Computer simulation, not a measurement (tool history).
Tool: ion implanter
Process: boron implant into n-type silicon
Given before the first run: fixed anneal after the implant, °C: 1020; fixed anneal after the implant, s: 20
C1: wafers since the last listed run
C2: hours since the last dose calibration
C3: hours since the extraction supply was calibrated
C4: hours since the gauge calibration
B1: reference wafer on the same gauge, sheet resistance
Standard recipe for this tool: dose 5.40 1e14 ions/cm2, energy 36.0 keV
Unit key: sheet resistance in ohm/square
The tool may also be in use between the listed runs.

run 1 hour=0.0 | dose=5.40 energy=36.0 | C1=0 C2=1175.0 C3=1480.9 C4=500.2 | B1=153.97 | sheet_resistance=195.49
run 2 hour=16.5 | dose=5.40 energy=36.0 | C1=343 C2=1191.5 C3=1497.4 C4=516.7 | B1=154.10 | sheet_resistance=196.17
run 3 hour=52.0 | dose=5.40 energy=36.0 | C1=739 C2=1227.0 C3=1532.9 C4=552.2 | B1=154.34 | sheet_resistance=197.30
run 4 hour=65.5 | dose=5.40 energy=36.0 | C1=281 C2=1240.5 C3=1546.4 C4=565.7 | B1=153.82 | sheet_resistance=197.00
run 5 hour=94.5 | dose=5.40 energy=36.0 | C1=604 C2=1269.5 C3=1575.4 C4=594.7 | B1=153.82 | sheet_resistance=197.83
run 6 hour=112.0 | dose=5.40 energy=36.0 | C1=364 C2=1287.0 C3=1592.9 C4=612.2 | B1=153.90 | sheet_resistance=196.59
run 7 hour=142.9 | dose=5.40 energy=36.0 | C1=643 C2=1317.9 C3=1623.8 C4=643.1 | B1=154.24 | sheet_resistance=195.75
run 8 hour=175.0 | dose=4.55 energy=36.0 | C1=668 C2=1350.0 C3=1655.9 C4=675.2 | B1=154.02 | sheet_resistance=227.75
run 9 hour=199.1 | dose=4.55 energy=36.0 | C1=502 C2=1374.1 C3=1680.0 C4=699.3 | B1=153.80 | sheet_resistance=225.00
run 10 hour=212.6 | dose=6.35 energy=36.0 | C1=281 C2=1387.6 C3=1693.5 C4=712.8 | B1=154.14 | sheet_resistance=172.14
run 11 hour=240.6 | dose=5.40 energy=36.0 | C1=583 C2=1415.6 C3=1721.5 C4=740.8 | B1=154.00 | sheet_resistance=197.78
run 12 hour=268.5 | dose=5.40 energy=36.0 | C1=581 C2=1443.5 C3=1749.4 C4=768.7 | B1=154.25 | sheet_resistance=196.88
run 13 hour=300.6 | dose=5.40 energy=36.0 | C1=668 C2=1475.6 C3=1781.5 C4=800.8 | B1=154.11 | sheet_resistance=197.55
run 14 hour=323.0 | dose=5.40 energy=39.0 | C1=466 C2=1498.0 C3=1803.9 C4=823.2 | B1=153.97 | sheet_resistance=195.42
run 15 hour=346.5 | dose=5.40 energy=39.0 | C1=489 C2=1521.5 C3=1827.4 C4=846.7 | B1=154.01 | sheet_resistance=194.12
run 16 hour=366.1 | dose=5.06 energy=30.0 | C1=408 C2=1541.1 C3=1847.0 C4=866.3 | B1=153.86 | sheet_resistance=212.93
run 17 hour=399.4 | dose=5.40 energy=40.5 | C1=693 C2=1574.4 C3=1880.3 C4=899.6 | B1=154.00 | sheet_resistance=195.04
run 18 hour=424.7 | dose=5.40 energy=40.5 | C1=527 C2=1599.7 C3=1905.6 C4=924.9 | B1=154.12 | sheet_resistance=194.22
run 19 hour=442.1 | dose=5.40 energy=36.0 | C1=362 C2=1617.1 C3=1923.0 C4=942.3 | B1=154.02 | sheet_resistance=197.82
-- hour=468.0 gauge calibrated
run 20 hour=489.7 | dose=3.93 energy=43.0 | C1=991 C2=1664.7 C3=1970.6 C4=21.7 | B1=154.26 | sheet_resistance=252.68
run 21 hour=501.9 | dose=4.69 energy=27.5 | C1=254 C2=1676.9 C3=1982.8 C4=33.9 | B1=154.03 | sheet_resistance=229.05
run 22 hour=533.9 | dose=4.54 energy=47.5 | C1=666 C2=1708.9 C3=2014.8 C4=65.9 | B1=153.95 | sheet_resistance=222.04
run 23 hour=563.5 | dose=5.40 energy=36.0 | C1=616 C2=1738.5 C3=2044.4 C4=95.5 | B1=154.01 | sheet_resistance=199.17
-- hour=587.6 Faraday cup replaced and dose calibrated
run 24 hour=588.1 | dose=6.64 energy=42.0 | C1=345 C2=0.5 C3=2069.0 C4=120.1 | B1=154.08 | sheet_resistance=159.45
run 25 hour=617.0 | dose=6.96 energy=48.0 | C1=602 C2=29.4 C3=2097.9 C4=149.0 | B1=154.07 | sheet_resistance=152.14
run 26 hour=631.4 | dose=5.94 energy=46.0 | C1=299 C2=43.8 C3=2112.3 C4=163.4 | B1=153.96 | sheet_resistance=172.60
run 27 hour=652.6 | dose=6.44 energy=24.0 | C1=441 C2=65.0 C3=2133.5 C4=184.6 | B1=154.01 | sheet_resistance=173.58
-- hour=677.7 extraction supply calibrated
run 28 hour=693.9 | dose=6.70 energy=33.0 | C1=693 C2=106.3 C3=16.2 C4=225.9 | B1=153.96 | sheet_resistance=160.82
run 29 hour=709.7 | dose=6.70 energy=27.0 | C1=329 C2=122.1 C3=32.0 C4=241.7 | B1=153.99 | sheet_resistance=166.35
run 30 hour=743.1 | dose=6.45 energy=41.5 | C1=695 C2=155.5 C3=65.4 C4=275.1 | B1=154.08 | sheet_resistance=163.59
run 31 hour=773.0 | dose=5.40 energy=45.5 | C1=622 C2=185.4 C3=95.3 C4=305.0 | B1=154.13 | sheet_resistance=186.48
run 32 hour=796.2 | dose=5.40 energy=36.0 | C1=483 C2=208.6 C3=118.5 C4=328.2 | B1=153.85 | sheet_resistance=191.64
run 33 hour=821.5 | dose=5.40 energy=36.0 | C1=527 C2=233.9 C3=143.8 C4=353.5 | B1=154.00 | sheet_resistance=191.52
run 34 hour=846.9 | dose=5.98 energy=36.0 | C1=529 C2=259.3 C3=169.2 C4=378.9 | B1=153.97 | sheet_resistance=176.46
run 35 hour=870.3 | dose=6.08 energy=25.0 | C1=487 C2=282.7 C3=192.6 C4=402.3 | B1=154.01 | sheet_resistance=181.28
run 36 hour=895.0 | dose=4.29 energy=41.5 | C1=514 C2=307.4 C3=217.3 C4=427.0 | B1=153.97 | sheet_resistance=230.20

Predict each of these 4 candidate next runs independently; none follows another, all start after run 36:
run A hour=895.4 | dose=6.46 energy=36.0 | C1=8 C2=307.8 C3=217.7 C4=427.4 | B1=? | sheet_resistance=?
run B hour=895.4 | dose=6.85 energy=36.0 | C1=8 C2=307.8 C3=217.7 C4=427.4 | B1=? | sheet_resistance=?
run C hour=895.4 | dose=6.39 energy=28.0 | C1=8 C2=307.8 C3=217.7 C4=427.4 | B1=? | sheet_resistance=?
run D hour=895.4 | dose=4.77 energy=26.0 | C1=8 C2=307.8 C3=217.7 C4=427.4 | B1=? | sheet_resistance=?

run=A B1=153.91 sheet_resistance=166.55
run=B B1=153.91 sheet_resistance=158.74
run=C B1=153.91 sheet_resistance=172.42
run=D B1=153.91 sheet_resistance=221.51
Stripped of hidden state, with their random variation kept, the same runs would have yielded:
run=A sheet_resistance=164.54
run=B sheet_resistance=156.83
run=C sheet_resistance=170.30
run=D sheet_resistance=218.85
